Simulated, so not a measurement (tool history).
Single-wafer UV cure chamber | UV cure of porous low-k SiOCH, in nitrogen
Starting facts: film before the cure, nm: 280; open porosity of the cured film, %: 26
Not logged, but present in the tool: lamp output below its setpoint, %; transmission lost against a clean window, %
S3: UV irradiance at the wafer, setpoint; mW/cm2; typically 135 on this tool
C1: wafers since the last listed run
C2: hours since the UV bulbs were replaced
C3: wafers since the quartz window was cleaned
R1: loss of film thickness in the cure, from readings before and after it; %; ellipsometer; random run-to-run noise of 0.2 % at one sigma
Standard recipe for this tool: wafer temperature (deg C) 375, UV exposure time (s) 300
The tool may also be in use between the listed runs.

{"run": 1, "hour": 0.0, "wafer temperature (deg C)": 375, "UV exposure time (s)": 300, "S3": 152, "C1": 0, "C2": 1598.7, "C3": 4867, "R1": 14.371}
{"hour": 16.7, "done": "quartz window cleaned"}
{"run": 2, "hour": 76.1, "wafer temperature (deg C)": 375, "UV exposure time (s)": 300, "S3": 152, "C1": 535, "C2": 1674.8, "C3": 466, "R1": 14.144}
{"run": 3, "hour": 131.3, "wafer temperature (deg C)": 362, "UV exposure time (s)": 195, "S3": 135, "C1": 433, "C2": 1730.0, "C3": 900, "R1": 11.478}
{"run": 4, "hour": 225.1, "wafer temperature (deg C)": 362, "UV exposure time (s)": 195, "S3": 135, "C1": 736, "C2": 1823.8, "C3": 1637, "R1": 11.528}
{"run": 5, "hour": 271.9, "wafer temperature (deg C)": 362, "UV exposure time (s)": 195, "S3": 135, "C1": 367, "C2": 1870.6, "C3": 2005, "R1": 11.334}
{"run": 6, "hour": 360.0, "wafer temperature (deg C)": 375, "UV exposure time (s)": 300, "S3": 135, "C1": 692, "C2": 1958.7, "C3": 2697, "R1": 13.366}
{"run": 7, "hour": 466.9, "wafer temperature (deg C)": 375, "UV exposure time (s)": 300, "S3": 135, "C1": 839, "C2": 2065.6, "C3": 3537, "R1": 13.984}
{"run": 8, "hour": 569.9, "wafer temperature (deg C)": 375, "UV exposure time (s)": 300, "S3": 135, "C1": 809, "C2": 2168.6, "C3": 4346, "R1": 13.849}
{"hour": 605.4, "done": "quartz window cleaned"}
{"run": 9, "hour": 656.9, "wafer temperature (deg C)": 375, "UV exposure time (s)": 300, "S3": 135, "C1": 620, "C2": 2255.6, "C3": 404, "R1": 13.866}
{"run": 10, "hour": 753.9, "wafer temperature (deg C)": 375, "UV exposure time (s)": 300, "S3": 135, "C1": 762, "C2": 2352.6, "C3": 1166, "R1": 13.671}
{"run": 11, "hour": 822.0, "wafer temperature (deg C)": 382, "UV exposure time (s)": 300, "S3": 127, "C1": 535, "C2": 2420.7, "C3": 1701, "R1": 13.68}
{"run": 12, "hour": 895.5, "wafer temperature (deg C)": 382, "UV exposure time (s)": 300, "S3": 127, "C1": 577, "C2": 2494.2, "C3": 2278, "R1": 13.31}
{"run": 13, "hour": 962.5, "wafer temperature (deg C)": 382, "UV exposure time (s)": 300, "S3": 127, "C1": 526, "C2": 2561.2, "C3": 2805, "R1": 13.363}
{"run": 14, "hour": 1044.6, "wafer temperature (deg C)": 384, "UV exposure time (s)": 300, "S3": 135, "C1": 645, "C2": 2643.3, "C3": 3450, "R1": 13.505}
{"run": 15, "hour": 1083.2, "wafer temperature (deg C)": 384, "UV exposure time (s)": 300, "S3": 135, "C1": 303, "C2": 2681.9, "C3": 3753, "R1": 13.818}
{"hour": 1116.3, "done": "UV bulbs replaced"}
{"run": 16, "hour": 1123.4, "wafer temperature (deg C)": 384, "UV exposure time (s)": 300, "S3": 135, "C1": 252, "C2": 7.1, "C3": 4006, "R1": 14.346}
{"run": 17, "hour": 1178.7, "wafer temperature (deg C)": 375, "UV exposure time (s)": 300, "S3": 135, "C1": 434, "C2": 62.4, "C3": 4440, "R1": 14.273}
{"hour": 1191.9, "done": "quartz window cleaned"}
{"run": 18, "hour": 1267.4, "wafer temperature (deg C)": 375, "UV exposure time (s)": 300, "S3": 135, "C1": 634, "C2": 151.1, "C3": 593, "R1": 14.163}
{"run": 19, "hour": 1537.4, "wafer temperature (deg C)": 375, "UV exposure time (s)": 300, "S3": 104, "C1": 2121, "C2": 421.1, "C3": 2714, "R1": 12.771}
{"run": 20, "hour": 1596.1, "wafer temperature (deg C)": 375, "UV exposure time (s)": 300, "S3": 104, "C1": 461, "C2": 479.8, "C3": 3175, "R1": 12.845}
{"run": 21, "hour": 1673.3, "wafer temperature (deg C)": 375, "UV exposure time (s)": 300, "S3": 104, "C1": 606, "C2": 557.0, "C3": 3782, "R1": 12.774}
{"hour": 1768.2, "done": "quartz window cleaned"}
{"run": 22, "hour": 1780.9, "wafer temperature (deg C)": 392, "UV exposure time (s)": 250, "S3": 120, "C1": 782, "C2": 664.6, "C3": 99, "R1": 13.016}
{"run": 23, "hour": 1839.1, "wafer temperature (deg C)": 381, "UV exposure time (s)": 180, "S3": 103, "C1": 457, "C2": 722.8, "C3": 557, "R1": 10.74}
{"run": 24, "hour": 1881.3, "wafer temperature (deg C)": 375, "UV exposure time (s)": 210, "S3": 97, "C1": 331, "C2": 765.0, "C3": 888, "R1": 10.849}
{"run": 25, "hour": 1972.7, "wafer temperature (deg C)": 365, "UV exposure time (s)": 300, "S3": 135, "C1": 718, "C2": 856.4, "C3": 1606, "R1": 13.815}
{"run": 26, "hour": 2033.1, "wafer temperature (deg C)": 375, "UV exposure time (s)": 215, "S3": 109, "C1": 474, "C2": 916.8, "C3": 2081, "R1": 11.383}
{"run": 27, "hour": 2111.9, "wafer temperature (deg C)": 366, "UV exposure time (s)": 300, "S3": 135, "C1": 619, "C2": 995.6, "C3": 2700, "R1": 13.542}
{"run": 28, "hour": 2214.9, "wafer temperature (deg C)": 375, "UV exposure time (s)": 135, "S3": 111, "C1": 809, "C2": 1098.6, "C3": 3509, "R1": 9.445}
{"run": 29, "hour": 2267.7, "wafer temperature (deg C)": 375, "UV exposure time (s)": 300, "S3": 135, "C1": 414, "C2": 1151.4, "C3": 3924, "R1": 13.82}

Run 30 is up next; what results do you expect?
{"run": 30, "hour": 2331.3, "wafer temperature (deg C)": 375, "UV exposure time (s)": 300, "S3": 135, "C1": 499, "C2": 1215.0, "C3": 4423, "R1": "?"}

For run 30 the tool returned R1 14.207 %.
Were there no unlogged condition in the tool, this run, its random variation unchanged, would have produced R1 14.926 %.
